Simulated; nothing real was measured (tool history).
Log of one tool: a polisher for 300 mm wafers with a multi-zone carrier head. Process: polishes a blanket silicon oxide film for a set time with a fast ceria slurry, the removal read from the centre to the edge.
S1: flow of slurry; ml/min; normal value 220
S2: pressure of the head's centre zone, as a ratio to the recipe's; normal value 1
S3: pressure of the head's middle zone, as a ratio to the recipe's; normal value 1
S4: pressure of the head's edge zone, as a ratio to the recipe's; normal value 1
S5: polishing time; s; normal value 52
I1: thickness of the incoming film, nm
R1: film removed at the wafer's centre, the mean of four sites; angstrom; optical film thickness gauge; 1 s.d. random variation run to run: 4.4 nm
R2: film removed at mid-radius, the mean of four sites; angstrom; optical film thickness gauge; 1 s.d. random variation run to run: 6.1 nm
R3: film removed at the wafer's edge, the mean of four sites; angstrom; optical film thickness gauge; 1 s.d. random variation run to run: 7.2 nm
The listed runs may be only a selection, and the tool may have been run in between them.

run	hour	S1	S2	S3	S4	S5	I1	R1	R2	R3
1	0	220	1	0.94	1	43	3172.5	5179	4885	5087
2	43.4	220	1	1	0.95	52	3213.3	6246	6193	5919
# hour 66.6: worn pad replaced by a new one
3	84.7	220	1	1	0.95	52	3167.5	6297	6267	6002
4	132.7	220	1	1	1	52	3151.4	6212	6144	6169
5	178.2	220	1	1	1	52	3230.1	6225	6217	6236
# hour 211.3: worn pad replaced by a new one
# hour 231.1: carrier head's membrane replaced by a new one
6	239.5	220	1	1	0.97	52	3115.2	6230	6260	5925
# hour 246.2: slurry nozzle cleaned
# hour 358.9: worn pad replaced by a new one
7	363.4	220	1	1	0.97	52	3238.6	6258	6161	6061
8	411.4	220	0.92	1.1	0.92	52	3177.3	5778	6585	5763
9	462.9	220	1	0.9	0.97	61	3194.6	7315	6647	6968
# hour 496.4: worn pad replaced by a new one
10	496.9	220	1	1.06	0.95	52	3173.9	6152	6518	5967
# hour 538.7: centre zone pressure recalibrated
11	555.8	220	1	1	1	52	3120.1	6229	6135	5964
# hour 559.4: edge zone pressure recalibrated
12	606.1	290	1	0.96	0.88	52	3208.4	6449	6330	5942
# hour 623.5: worn pad replaced by a new one
13	641.4	180	1	0.88	1	52	3213.4	6014	5449	5848
14	682.3	180	1	0.88	1	52	3174.9	6038	5253	5940
15	708.6	220	1	1.03	1	52	3175.6	6173	6295	6103

Branching from run 15: 5 alternative next runs. What would each branch give?
A	709	220	1	1	1	52	3141.4	?	?	?
B	709	220	1	1	1	38	3141.4	?	?	?
C	709	220	1	1.12	1	52	3141.4	?	?	?
D	709	220	1.05	1.12	1.1	52	3141.4	?	?	?
E	709	220	1.11	1	1	52	3141.4	?	?	?

run	R1	R2	R3
A	6229	6168	6159
B	4552	4507	4501
C	6234	6793	6149
D	6483	6790	6446
E	6775	6165	6159
With the hidden condition removed and each run's random variation left untouched, the same runs would have given:
run	R1	R2	R3
A	6229	6168	6159
B	4552	4507	4501
C	6234	6793	6149
D	6483	6790	6446
E	6775	6165	6159
